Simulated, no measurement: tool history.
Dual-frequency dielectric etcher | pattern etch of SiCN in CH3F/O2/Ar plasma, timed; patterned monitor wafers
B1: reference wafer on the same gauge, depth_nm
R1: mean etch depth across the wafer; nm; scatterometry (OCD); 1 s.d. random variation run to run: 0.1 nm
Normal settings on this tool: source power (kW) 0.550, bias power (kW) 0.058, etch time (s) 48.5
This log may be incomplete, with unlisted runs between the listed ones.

run 1 hour=0.0 | source_power_(kW)=0.550 bias_power_(kW)=0.058 etch_time_(s)=48.5 | B1=21.76 | R1=19.61
run 2 hour=62.4 | source_power_(kW)=0.550 bias_power_(kW)=0.058 etch_time_(s)=48.5 | B1=21.69 | R1=19.54
run 3 hour=142.8 | source_power_(kW)=0.620 bias_power_(kW)=0.058 etch_time_(s)=48.5 | B1=21.63 | R1=20.30
run 4 hour=189.3 | source_power_(kW)=0.620 bias_power_(kW)=0.058 etch_time_(s)=48.5 | B1=21.58 | R1=20.27
-- hour=243.3 wet clean of the chamber
run 5 hour=269.3 | source_power_(kW)=0.550 bias_power_(kW)=0.058 etch_time_(s)=48.5 | B1=21.52 | R1=19.56
run 6 hour=357.7 | source_power_(kW)=0.550 bias_power_(kW)=0.058 etch_time_(s)=48.5 | B1=21.45 | R1=19.37
run 7 hour=448.7 | source_power_(kW)=0.550 bias_power_(kW)=0.058 etch_time_(s)=48.5 | B1=21.39 | R1=19.23
run 8 hour=512.0 | source_power_(kW)=0.590 bias_power_(kW)=0.058 etch_time_(s)=48.5 | B1=21.33 | R1=19.59
-- hour=557.9 gauge calibrated
run 9 hour=596.3 | source_power_(kW)=0.590 bias_power_(kW)=0.058 etch_time_(s)=48.5 | B1=22.09 | R1=20.48
run 10 hour=663.0 | source_power_(kW)=0.550 bias_power_(kW)=0.058 etch_time_(s)=48.5 | B1=22.12 | R1=20.01
run 11 hour=731.7 | source_power_(kW)=0.660 bias_power_(kW)=0.058 etch_time_(s)=48.5 | B1=22.11 | R1=21.24
-- hour=766.5 wet clean of the chamber
run 12 hour=821.9 | source_power_(kW)=0.660 bias_power_(kW)=0.058 etch_time_(s)=48.5 | B1=22.09 | R1=21.30
run 13 hour=895.1 | source_power_(kW)=0.610 bias_power_(kW)=0.070 etch_time_(s)=37.0 | B1=22.08 | R1=16.35
-- hour=910.3 source power generator calibrated
run 14 hour=949.8 | source_power_(kW)=0.550 bias_power_(kW)=0.058 etch_time_(s)=48.5 | B1=22.07 | R1=19.95
run 15 hour=1042.1 | source_power_(kW)=0.670 bias_power_(kW)=0.070 etch_time_(s)=35.5 | B1=22.06 | R1=16.20
run 16 hour=1130.9 | source_power_(kW)=0.590 bias_power_(kW)=0.058 etch_time_(s)=48.5 | B1=22.04 | R1=20.33
-- hour=1166.3 bias power generator calibrated
run 17 hour=1224.4 | source_power_(kW)=0.600 bias_power_(kW)=0.067 etch_time_(s)=48.5 | B1=21.99 | R1=20.97
run 18 hour=1288.1 | source_power_(kW)=0.650 bias_power_(kW)=0.049 etch_time_(s)=57.0 | B1=21.97 | R1=23.96
-- hour=1344.7 wet clean of the chamber
run 19 hour=1356.3 | source_power_(kW)=0.620 bias_power_(kW)=0.066 etch_time_(s)=40.0 | B1=21.94 | R1=17.48

Run 20 has not been measured yet. What should we expect?
run 20 hour=1454.4 | source_power_(kW)=0.480 bias_power_(kW)=0.058 etch_time_(s)=48.5 | B1=? | R1=?

{"run 20": {"B1": 21.92, "R1": 19.11}}
Minus the tool's unlogged condition, the same run would have read R1 19.28 nm.
